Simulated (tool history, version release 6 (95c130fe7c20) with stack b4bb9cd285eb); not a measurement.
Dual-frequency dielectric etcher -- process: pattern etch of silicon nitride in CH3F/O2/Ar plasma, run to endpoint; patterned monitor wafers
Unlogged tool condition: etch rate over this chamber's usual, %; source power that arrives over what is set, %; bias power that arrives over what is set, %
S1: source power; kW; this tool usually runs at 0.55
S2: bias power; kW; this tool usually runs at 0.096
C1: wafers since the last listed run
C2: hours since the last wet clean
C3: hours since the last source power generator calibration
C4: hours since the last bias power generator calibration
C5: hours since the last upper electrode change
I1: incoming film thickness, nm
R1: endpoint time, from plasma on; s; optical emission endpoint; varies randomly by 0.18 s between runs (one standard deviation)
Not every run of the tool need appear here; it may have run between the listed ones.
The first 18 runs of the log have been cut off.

run,day,S1,S2,C1,C2,C3,C4,C5,I1,R1
# day 17.492: source power generator calibrated
19,18.283,0.45,0.089,196,328.7,19,2520.9,156.8,46.34,59.8
# day 18.575: bias power generator calibrated
20,19.183,0.41,0.111,144,350.3,40.6,14.6,178.4,46.42,62.8
21,20.046,0.55,0.096,169,371,61.3,35.3,199.1,46.78,49.4
22,20.7,0.46,0.114,128,386.7,77,51,214.8,46.63,55.4
23,21.517,0.55,0.096,160,406.3,96.6,70.6,234.4,46.39,48.7
24,22.5,0.46,0.107,193,429.9,120.2,94.2,258,46.24,55.6
25,25.738,0.59,0.089,636,507.6,197.9,171.9,335.7,46.59,47
26,27.021,0.48,0.103,252,538.4,228.7,202.7,366.5,46.17,53.6
# day 28.838: wet clean of the chamber
27,28.858,0.44,0.074,164,0.5,272.8,246.8,410.6,46.21,64.6
28,29.6,0.55,0.075,145,18.3,290.6,264.6,428.4,46.75,52.5
29,30.404,0.55,0.096,158,37.6,309.9,283.9,447.7,46.2,49.2
30,30.992,0.65,0.09,115,51.7,324,298,461.8,46.94,44.8
31,32.033,0.45,0.113,204,76.7,349,323,486.8,46.63,57
32,33.125,0.55,0.096,214,102.9,375.2,349.2,513,46.64,49.9
33,33.692,0.51,0.109,111,116.5,388.8,362.8,526.6,46.85,51.2
34,35.167,0.65,0.096,290,151.9,424.2,398.2,562,46.79,44

Each row is a separate what-if for the run after 34, all from the same tool condition, not one after another. Results?
A,35.183,0.55,0.096,3,152.3,424.6,398.6,562.4,46.75,?
B,35.183,0.67,0.112,3,152.3,424.6,398.6,562.4,46.75,?
C,35.183,0.45,0.083,3,152.3,424.6,398.6,562.4,46.75,?
D,35.183,0.45,0.079,3,152.3,424.6,398.6,562.4,46.75,?
E,35.183,0.49,0.108,3,152.3,424.6,398.6,562.4,46.75,?

run,R1
A,49.5
B,41.4
C,61.5
D,62.1
E,53.1
Stripped of hidden state, with their random variation kept, the same runs would have yielded:
run,R1
A,49.7
B,41.5
C,61.7
D,62.4
E,53.3
